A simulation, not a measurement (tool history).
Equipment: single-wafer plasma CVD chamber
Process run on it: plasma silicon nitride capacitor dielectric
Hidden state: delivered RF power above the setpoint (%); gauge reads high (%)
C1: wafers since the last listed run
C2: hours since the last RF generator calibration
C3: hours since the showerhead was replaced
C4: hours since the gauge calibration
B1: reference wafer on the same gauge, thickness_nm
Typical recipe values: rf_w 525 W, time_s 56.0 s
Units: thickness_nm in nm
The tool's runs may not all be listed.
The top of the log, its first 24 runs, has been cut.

Run 25, hour 1931.2: usual settings but rf_w 430 W; C1 1382; C2 215.2; C3 666.4; C4 3925.5; B1 74.137. Result: thickness_nm 75.816 nm.
Run 26, hour 2003.7: usual settings but rf_w 560 W; C1 1184; C2 287.7; C3 738.9; C4 3998.0; B1 74.227. Result: thickness_nm 80.233 nm.
At hour 2222.7: gauge calibrated.
Run 27, hour 2278.2: usual settings; C1 4484; C2 562.2; C3 1013.4; C4 55.5; B1 74.206. Result: thickness_nm 78.550 nm.
Run 28, hour 2381.4: usual settings but rf_w 590 W, time_s 47.6 s; C1 1686; C2 665.4; C3 1116.6; C4 158.7; B1 74.193. Result: thickness_nm 68.409 nm.
Run 29, hour 2425.9: usual settings but rf_w 435 W, time_s 60.4 s; C1 727; C2 709.9; C3 1161.1; C4 203.2; B1 74.197. Result: thickness_nm 81.651 nm.
Run 30, hour 2529.5: usual settings but time_s 47.4 s; C1 1692; C2 813.5; C3 1264.7; C4 306.8; B1 74.192. Result: thickness_nm 66.843 nm.
Run 31, hour 2618.7: usual settings but time_s 52.1 s; C1 1457; C2 902.7; C3 1353.9; C4 396.0; B1 74.157. Result: thickness_nm 73.150 nm.
Run 32, hour 2668.6: usual settings but rf_w 460 W, time_s 58.3 s; C1 815; C2 952.6; C3 1403.8; C4 445.9; B1 74.255. Result: thickness_nm 79.348 nm.
Run 33, hour 2742.4: usual settings; C1 1205; C2 1026.4; C3 1477.6; C4 519.7; B1 74.167. Result: thickness_nm 78.636 nm.
Run 34, hour 2784.6: usual settings but time_s 59.0 s; C1 689; C2 1068.6; C3 1519.8; C4 561.9; B1 74.211. Result: thickness_nm 82.563 nm.
Run 35, hour 2916.4: usual settings but rf_w 445 W, time_s 60.4 s; C1 2153; C2 1200.4; C3 1651.6; C4 693.7; B1 74.162. Result: thickness_nm 81.474 nm.
Run 36, hour 3006.9: usual settings but rf_w 425 W, time_s 60.7 s; C1 1478; C2 1290.9; C3 1742.1; C4 784.2; B1 74.195. Result: thickness_nm 80.835 nm.
Run 37, hour 3083.5: usual settings but rf_w 575 W; C1 1251; C2 1367.5; C3 1818.7; C4 860.8; B1 74.237. Result: thickness_nm 79.909 nm.
Run 38, hour 3182.6: usual settings but rf_w 610 W, time_s 49.7 s; C1 1619; C2 1466.6; C3 1917.8; C4 959.9; B1 74.223. Result: thickness_nm 71.808 nm.
Run 39, hour 3236.4: usual settings but rf_w 575 W; C1 878; C2 1520.4; C3 1971.6; C4 1013.7; B1 74.147. Result: thickness_nm 79.825 nm.
Run 40, hour 3394.4: usual settings but rf_w 460 W, time_s 65.3 s; C1 2581; C2 1678.4; C3 2129.6; C4 1171.7; B1 74.171. Result: thickness_nm 88.595 nm.
Run 41, hour 3470.6: usual settings but time_s 61.6 s; C1 1244; C2 1754.6; C3 2205.8; C4 1247.9; B1 74.140. Result: thickness_nm 85.832 nm.
Run 42, hour 3547.6: usual settings but rf_w 615 W, time_s 46.6 s; C1 1257; C2 1831.6; C3 2282.8; C4 1324.9; B1 74.254. Result: thickness_nm 67.061 nm.
Run 43, hour 3627.9: usual settings but rf_w 465 W; C1 1311; C2 1911.9; C3 2363.1; C4 1405.2; B1 74.179. Result: thickness_nm 75.939 nm.

Consider 5 possible next runs. They are alternatives, not a sequence: every one starts from the tool as it was left by run 43. What does each give?
Run A, hour 3628.3: usual settings; C1 6; C2 1912.3; C3 2363.5; C4 1405.6; B1 ?. Result: thickness_nm ?.
Run B, hour 3628.3: usual settings but rf_w 600 W, time_s 47.9 s; C1 6; C2 1912.3; C3 2363.5; C4 1405.6; B1 ?. Result: thickness_nm ?.
Run C, hour 3628.3: usual settings but rf_w 460 W, time_s 61.4 s; C1 6; C2 1912.3; C3 2363.5; C4 1405.6; B1 ?. Result: thickness_nm ?.
Run D, hour 3628.3: usual settings but rf_w 420 W, time_s 53.1 s; C1 6; C2 1912.3; C3 2363.5; C4 1405.6; B1 ?. Result: thickness_nm ?.
Run E, hour 3628.3: usual settings but rf_w 450 W, time_s 48.6 s; C1 6; C2 1912.3; C3 2363.5; C4 1405.6; B1 ?. Result: thickness_nm ?.

run      B1  thickness_nm
  A  74.263        77.882
  B  74.263        68.703
  C  74.263        82.904
  D  74.263        70.294
  E  74.263        65.306
What these runs would have given with no unlogged condition in the tool:
run  thickness_nm
  A        79.125
  B        69.800
  C        84.227
  D        71.416
  E        66.348

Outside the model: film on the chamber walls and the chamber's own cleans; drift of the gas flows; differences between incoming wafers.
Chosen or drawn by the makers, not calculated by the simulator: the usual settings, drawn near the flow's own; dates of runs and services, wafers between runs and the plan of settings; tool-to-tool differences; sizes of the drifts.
